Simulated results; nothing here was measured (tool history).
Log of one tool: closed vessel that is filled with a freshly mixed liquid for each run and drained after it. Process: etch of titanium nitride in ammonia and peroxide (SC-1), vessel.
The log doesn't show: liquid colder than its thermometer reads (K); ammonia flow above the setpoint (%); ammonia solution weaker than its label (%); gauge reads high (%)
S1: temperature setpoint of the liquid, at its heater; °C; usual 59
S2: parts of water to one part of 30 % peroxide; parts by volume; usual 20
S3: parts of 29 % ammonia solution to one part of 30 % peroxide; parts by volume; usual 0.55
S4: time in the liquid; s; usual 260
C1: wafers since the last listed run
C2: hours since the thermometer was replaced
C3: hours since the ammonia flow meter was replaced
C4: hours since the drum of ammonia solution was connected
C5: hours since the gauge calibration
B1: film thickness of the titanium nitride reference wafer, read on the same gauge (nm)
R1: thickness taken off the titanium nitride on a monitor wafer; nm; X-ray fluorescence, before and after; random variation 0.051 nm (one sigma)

run     day  S1    S2    S3   S4    C1      C2      C3     C4      C5      B1     R1
  1       0  59    20  0.55  260     0  1731.1  1522.2   76.3   541.7   99.96  16.74
  2   1.942  59    20  0.55  260  3539  1777.7  1568.8  122.9   588.3   99.96  16.58
  3   3.258  59    20  0.55  260  2400  1809.3  1600.4  154.5   619.9  100.02   16.5
  4   5.404  59    20  0.55  260  3911  1860.8  1651.9    206   671.4  100.01  16.49
  5   6.688  59    20  0.55  260  2339  1891.6  1682.7  236.8   702.2  100.02  16.47
  6   9.029  59    20  0.55  260  4268  1947.8  1738.9    293   758.4  100.02  16.42
     11.367  -- new drum of ammonia solution connected
  7  11.496  59  12.5  0.55  260  4420    2007  1798.1    3.1   817.6   99.99   21.7
  8  14.079  59    20  0.55  260  4709    2069  1860.1   65.1   879.6   99.97  16.81
  9  16.854  59    20  0.55  260  5058  2135.6  1926.7  131.7   946.2  100.02  16.64
 10    18.1  59    20  0.55  260  2271  2165.5  1956.6  161.6   976.1   99.99  16.61
 11  20.479  59  14.5  0.55  260  4337  2222.6  2013.7  218.7  1033.2   99.97  19.71
 12  21.683  59  14.5  0.55  260  2195  2251.5  2042.6  247.6  1062.1     100  19.71
 13  23.742  59    20  0.55  260  3752  2300.9    2092    297  1111.5  100.02  16.35
     23.942  -- thermometer replaced
     24.638  -- new drum of ammonia solution connected
 14  26.608  59    26   0.8  410  5073      64  2160.8   47.3  1180.3  100.01  24.56
 15  29.404  59    20  0.55  260  5096   131.1  2227.9  114.4  1247.4  100.02  16.63
 16  31.458  59  26.5  0.35  260  3744   180.4  2277.2  163.7  1296.7     100  12.98
 17  33.154  56  28.5   0.7  400  3091   221.1  2317.9  204.4  1337.4  100.04  17.89
 18  34.971  64  12.5  0.45  260  3311   264.7  2361.5    248    1381     100  28.74
     36.388  -- gauge calibrated
 19  36.533  59    20  0.55  260  2848   302.2    2399  285.5     3.5  100.03  16.54
     37.317  -- new drum of ammonia solution connected
     39.158  -- ammonia flow meter replaced
 20  39.246  59    20  0.55  260  4792   367.3     2.1   46.3    68.6   99.98  16.45
 21  41.442  59    20   0.3  135  4002     420    54.8     99   121.3   99.97   7.61
 22  43.446  59    20  0.55  260  3653   468.1   102.9  147.1   169.4  100.03  16.37
 23  45.375  59    20  0.55  260  3516   514.4   149.2  193.4   215.7   99.99  16.31
 24  48.308  59    20  0.65  260  5347   584.8   219.6  263.8   286.1   99.98   16.7
 25  50.971  59    20  0.55  385  4853   648.7   283.5  327.7     350  100.02  23.97
     52.688  -- new drum of ammonia solution connected
 26  53.533  59    20  0.55  115  4595   710.2     345   20.3   411.5     100   7.33
 27  54.558  59    20  0.55  260  1868   734.8   369.6   44.9   436.1   99.99  16.56

Forecast each of these 4 alternatives for the next run:
  A  54.588    59  20  0.55  260  53  735.5  370.3  45.6  436.8   ?   ?
  B  54.588    59  20   0.8  145  53  735.5  370.3  45.6  436.8   ?   ?
  C  54.588    52  20  0.75  260  53  735.5  370.3  45.6  436.8   ?   ?
  D  54.588  65.5  28  0.35  350  53  735.5  370.3  45.6  436.8   ?   ?

run     B1     R1
  A  99.99  16.54
  B  99.99   9.87
  C  99.99  10.92
  D  99.99  25.74
Without the tool's hidden state the same runs would have given:
run     R1
  A  16.48
  B   9.84
  C  10.88
  D  25.64
